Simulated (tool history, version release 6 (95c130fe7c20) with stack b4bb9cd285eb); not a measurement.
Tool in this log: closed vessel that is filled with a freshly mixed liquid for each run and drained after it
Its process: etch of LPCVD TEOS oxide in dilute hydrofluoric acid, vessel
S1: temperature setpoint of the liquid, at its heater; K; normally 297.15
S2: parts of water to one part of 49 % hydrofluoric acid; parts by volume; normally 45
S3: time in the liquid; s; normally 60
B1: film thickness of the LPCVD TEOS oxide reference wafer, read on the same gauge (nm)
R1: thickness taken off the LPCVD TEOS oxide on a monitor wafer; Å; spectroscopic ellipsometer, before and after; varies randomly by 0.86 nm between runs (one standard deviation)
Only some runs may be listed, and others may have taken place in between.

| run | hour | S1 | S2 | S3 | B1 | R1 |
|---|---|---|---|---|---|---|
| 1 | 0 | 300.15 | 45 | 70 | 140.01 | 1099.4 |
| 2 | 69.6 | 300.15 | 45 | 70 | 140 | 1114.9 |
| 3 | 96.5 | 297.15 | 45 | 60 | 140 | 845.1 |
| 4 | 166.3 | 300.65 | 45 | 60 | 140 | 972.5 |
| 5 | 225.4 | 300.65 | 45 | 60 | 140.01 | 969.1 |
| 6 | 291.2 | 300.65 | 45 | 60 | 140 | 957.8 |
| 7 | 351.6 | 297.15 | 45 | 60 | 140 | 829.2 |
| 8 | 397.3 | 297.15 | 45 | 60 | 139.99 | 829 |
| 9 | 548.9 | 297.15 | 45 | 60 | 140 | 806.3 |
| 10 | 574.1 | 297.15 | 45 | 60 | 140 | 806 |
|  | 626.5 | gauge calibrated |
| 11 | 633.5 | 299.15 | 45 | 75 | 139.99 | 1096 |
| 12 | 659.3 | 297.15 | 55 | 85 | 140.03 | 925.1 |
| 13 | 696.7 | 297.15 | 55 | 85 | 140.01 | 930.8 |
| 14 | 750.5 | 297.15 | 55 | 85 | 140.01 | 920.7 |
|  | 771.2 | thermometer replaced |
| 15 | 794.8 | 297.15 | 45 | 60 | 140 | 836.4 |
| 16 | 839.3 | 293.15 | 60 | 35 | 140 | 299.7 |
| 17 | 888.7 | 297.15 | 45 | 60 | 139.98 | 838.3 |
| 18 | 925.8 | 301.15 | 35 | 95 | 140 | 2035.1 |
|  | 966.5 | hydrofluoric acid flow meter replaced |
| 19 | 988.4 | 297.15 | 55 | 30 | 140 | 350.9 |
| 20 | 1030.3 | 297.15 | 45 | 60 | 140.02 | 855.2 |

Run 21 is up next; what results do you expect?
| 21 | 1077.8 | 295.65 | 30 | 60 | ? | ? |

B1: 140
R1: 1246.3 Å
On a tool with no hidden condition, and with the same random variation, this run would have come out at R1 1273.7 Å.

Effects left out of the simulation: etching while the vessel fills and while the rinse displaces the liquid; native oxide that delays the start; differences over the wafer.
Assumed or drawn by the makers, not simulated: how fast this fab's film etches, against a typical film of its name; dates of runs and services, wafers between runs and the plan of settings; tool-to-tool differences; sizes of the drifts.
